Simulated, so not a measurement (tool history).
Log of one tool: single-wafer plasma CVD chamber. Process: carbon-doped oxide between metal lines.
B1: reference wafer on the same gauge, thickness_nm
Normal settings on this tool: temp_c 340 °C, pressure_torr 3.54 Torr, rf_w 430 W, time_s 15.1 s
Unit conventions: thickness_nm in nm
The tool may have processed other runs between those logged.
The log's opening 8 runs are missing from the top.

{"run": 9, "hour": 188.5, "temp_c": 340, "pressure_torr": 3.54, "rf_w": 430, "time_s": 16.2, "B1": 65.657, "thickness_nm": 72.698}
{"hour": 222.7, "done": "capacitance manometer re-zeroed and calibrated"}
{"run": 10, "hour": 223.2, "temp_c": 340, "pressure_torr": 3.54, "rf_w": 430, "time_s": 16.2, "B1": 65.777, "thickness_nm": 72.724}
{"run": 11, "hour": 240.0, "temp_c": 340, "pressure_torr": 3.54, "rf_w": 430, "time_s": 15.1, "B1": 65.735, "thickness_nm": 67.352}
{"run": 12, "hour": 270.1, "temp_c": 336, "pressure_torr": 3.77, "rf_w": 465, "time_s": 12.3, "B1": 65.735, "thickness_nm": 59.838}
{"run": 13, "hour": 296.8, "temp_c": 340, "pressure_torr": 2.91, "rf_w": 430, "time_s": 16.1, "B1": 65.62, "thickness_nm": 71.132}
{"run": 14, "hour": 310.3, "temp_c": 340, "pressure_torr": 3.54, "rf_w": 430, "time_s": 15.1, "B1": 65.757, "thickness_nm": 67.892}
{"run": 15, "hour": 334.9, "temp_c": 340, "pressure_torr": 3.54, "rf_w": 430, "time_s": 15.1, "B1": 65.589, "thickness_nm": 67.009}
{"run": 16, "hour": 355.6, "temp_c": 354, "pressure_torr": 4.29, "rf_w": 405, "time_s": 15.1, "B1": 65.756, "thickness_nm": 63.528}
{"run": 17, "hour": 382.2, "temp_c": 340, "pressure_torr": 3.54, "rf_w": 430, "time_s": 13.2, "B1": 65.774, "thickness_nm": 59.236}
{"run": 18, "hour": 395.1, "temp_c": 355, "pressure_torr": 3.15, "rf_w": 360, "time_s": 13.8, "B1": 65.566, "thickness_nm": 50.268}
{"run": 19, "hour": 421.1, "temp_c": 326, "pressure_torr": 3.54, "rf_w": 370, "time_s": 13, "B1": 65.619, "thickness_nm": 53.824}
{"hour": 440.6, "done": "thermocouple changed; heater temperature recalibrated"}
{"run": 20, "hour": 456.8, "temp_c": 340, "pressure_torr": 3.54, "rf_w": 430, "time_s": 15.1, "B1": 65.716, "thickness_nm": 68.19}
{"run": 21, "hour": 480.3, "temp_c": 326, "pressure_torr": 3.54, "rf_w": 430, "time_s": 17.5, "B1": 65.625, "thickness_nm": 81.604}
{"run": 22, "hour": 507.7, "temp_c": 340, "pressure_torr": 3.54, "rf_w": 430, "time_s": 15.1, "B1": 65.752, "thickness_nm": 68.089}
{"run": 23, "hour": 535.2, "temp_c": 340, "pressure_torr": 3.54, "rf_w": 430, "time_s": 15.1, "B1": 65.709, "thickness_nm": 68.252}
{"hour": 556.8, "done": "gauge calibrated"}
{"run": 24, "hour": 567.7, "temp_c": 352, "pressure_torr": 3.54, "rf_w": 375, "time_s": 12.2, "B1": 65.631, "thickness_nm": 47.435}
{"run": 25, "hour": 588.1, "temp_c": 354, "pressure_torr": 3.54, "rf_w": 515, "time_s": 15.1, "B1": 65.781, "thickness_nm": 75.1}
{"run": 26, "hour": 602.6, "temp_c": 330, "pressure_torr": 3.54, "rf_w": 430, "time_s": 15.1, "B1": 65.68, "thickness_nm": 70.268}
{"run": 27, "hour": 665.3, "temp_c": 340, "pressure_torr": 3.25, "rf_w": 510, "time_s": 15.1, "B1": 65.707, "thickness_nm": 77.021}
{"run": 28, "hour": 699.2, "temp_c": 325, "pressure_torr": 3.54, "rf_w": 405, "time_s": 15.1, "B1": 65.706, "thickness_nm": 67.064}
{"run": 29, "hour": 717.3, "temp_c": 340, "pressure_torr": 3.54, "rf_w": 430, "time_s": 15.1, "B1": 65.79, "thickness_nm": 68.237}
{"run": 30, "hour": 804.3, "temp_c": 351, "pressure_torr": 4.28, "rf_w": 430, "time_s": 13.6, "B1": 65.754, "thickness_nm": 60.525}

What if the next run were any one of these 3? Each begins from the tool's condition after run 30:
{"run": "A", "hour": 804.7, "temp_c": 340, "pressure_torr": 3.54, "rf_w": 430, "time_s": 15.9, "B1": "?", "thickness_nm": "?"}
{"run": "B", "hour": 804.7, "temp_c": 326, "pressure_torr": 4.2, "rf_w": 500, "time_s": 16.3, "B1": "?", "thickness_nm": "?"}
{"run": "C", "hour": 804.7, "temp_c": 328, "pressure_torr": 3.54, "rf_w": 430, "time_s": 17.5, "B1": "?", "thickness_nm": "?"}

run=A B1=65.564 thickness_nm=70.981
run=B B1=65.564 thickness_nm=86.447
run=C B1=65.564 thickness_nm=80.783
Without the tool's unlogged condition, the same runs would have read:
run=A thickness_nm=70.981
run=B thickness_nm=86.447
run=C thickness_nm=80.783

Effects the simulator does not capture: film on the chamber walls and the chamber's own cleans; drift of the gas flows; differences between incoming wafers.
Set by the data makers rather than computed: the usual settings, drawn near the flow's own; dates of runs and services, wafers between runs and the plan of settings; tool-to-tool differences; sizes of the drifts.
